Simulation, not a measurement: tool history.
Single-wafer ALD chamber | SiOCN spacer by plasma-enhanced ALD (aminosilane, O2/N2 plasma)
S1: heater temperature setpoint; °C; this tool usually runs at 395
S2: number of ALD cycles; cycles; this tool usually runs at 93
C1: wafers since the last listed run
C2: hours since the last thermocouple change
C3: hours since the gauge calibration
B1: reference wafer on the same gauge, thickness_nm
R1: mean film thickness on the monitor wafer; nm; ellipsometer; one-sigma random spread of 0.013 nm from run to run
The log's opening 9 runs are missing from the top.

Run 10, hour 558.1: usual settings but S1 405 °C; C1 219; C2 1004.0; C3 1226.1; B1 4.734. Result: R1 5.145 nm.
Run 11, hour 602.3: usual settings but S1 405 °C; C1 155; C2 1048.2; C3 1270.3; B1 4.734. Result: R1 5.137 nm.
Run 12, hour 669.3: usual settings but S1 405 °C, S2 101 cycles; C1 236; C2 1115.2; C3 1337.3; B1 4.731. Result: R1 5.608 nm.
Run 13, hour 718.8: usual settings; C1 174; C2 1164.7; C3 1386.8; B1 4.734. Result: R1 5.198 nm.
Run 14, hour 844.4: usual settings; C1 443; C2 1290.3; C3 1512.4; B1 4.723. Result: R1 5.184 nm.
Run 15, hour 911.5: usual settings; C1 236; C2 1357.4; C3 1579.5; B1 4.721. Result: R1 5.213 nm.
Run 16, hour 973.9: usual settings; C1 220; C2 1419.8; C3 1641.9; B1 4.720. Result: R1 5.182 nm.
At hour 977.6: gauge calibrated.
Run 17, hour 1011.0: usual settings; C1 130; C2 1456.9; C3 33.4; B1 4.854. Result: R1 5.317 nm.
Run 18, hour 1079.5: usual settings; C1 241; C2 1525.4; C3 101.9; B1 4.846. Result: R1 5.343 nm.
Run 19, hour 1114.0: usual settings but S1 383 °C, S2 107 cycles; C1 121; C2 1559.9; C3 136.4; B1 4.829. Result: R1 6.130 nm.
Run 20, hour 1169.5: usual settings but S1 407 °C; C1 195; C2 1615.4; C3 191.9; B1 4.831. Result: R1 5.233 nm.
Run 21, hour 1229.9: usual settings but S1 399 °C, S2 75 cycles; C1 213; C2 1675.8; C3 252.3; B1 4.816. Result: R1 4.271 nm.
Run 22, hour 1259.6: usual settings; C1 104; C2 1705.5; C3 282.0; B1 4.811. Result: R1 5.289 nm.
Run 23, hour 1308.6: usual settings but S1 399 °C, S2 109 cycles; C1 172; C2 1754.5; C3 331.0; B1 4.811. Result: R1 6.188 nm.
Run 24, hour 1344.3: usual settings but S1 410 °C, S2 84 cycles; C1 125; C2 1790.2; C3 366.7; B1 4.805. Result: R1 4.656 nm.
Run 25, hour 1407.7: usual settings but S1 384 °C, S2 76 cycles; C1 223; C2 1853.6; C3 430.1; B1 4.797. Result: R1 4.313 nm.
Run 26, hour 1456.2: usual settings; C1 171; C2 1902.1; C3 478.6; B1 4.791. Result: R1 5.273 nm.
Run 27, hour 1498.9: usual settings but S1 408 °C, S2 102 cycles; C1 150; C2 1944.8; C3 521.3; B1 4.790. Result: R1 5.666 nm.
Run 28, hour 1554.5: usual settings but S1 401 °C, S2 99 cycles; C1 196; C2 2000.4; C3 576.9; B1 4.786. Result: R1 5.590 nm.
Run 29, hour 1585.1: usual settings but S1 391 °C, S2 104 cycles; C1 107; C2 2031.0; C3 607.5; B1 4.784. Result: R1 5.882 nm.
Run 30, hour 1632.4: usual settings but S1 381 °C, S2 112 cycles; C1 166; C2 2078.3; C3 654.8; B1 4.776. Result: R1 6.326 nm.

Expected results for the next run?
At hour 1668.2: thermocouple changed; heater temperature recalibrated.
Run 31, hour 1681.7: usual settings but S1 391 °C, S2 105 cycles; C1 145; C2 13.5; C3 704.1; B1 ?. Result: R1 ?.

B1: 4.777
R1: 5.915 nm
Minus the tool's unlogged condition, the same run would have read R1 5.994 nm.
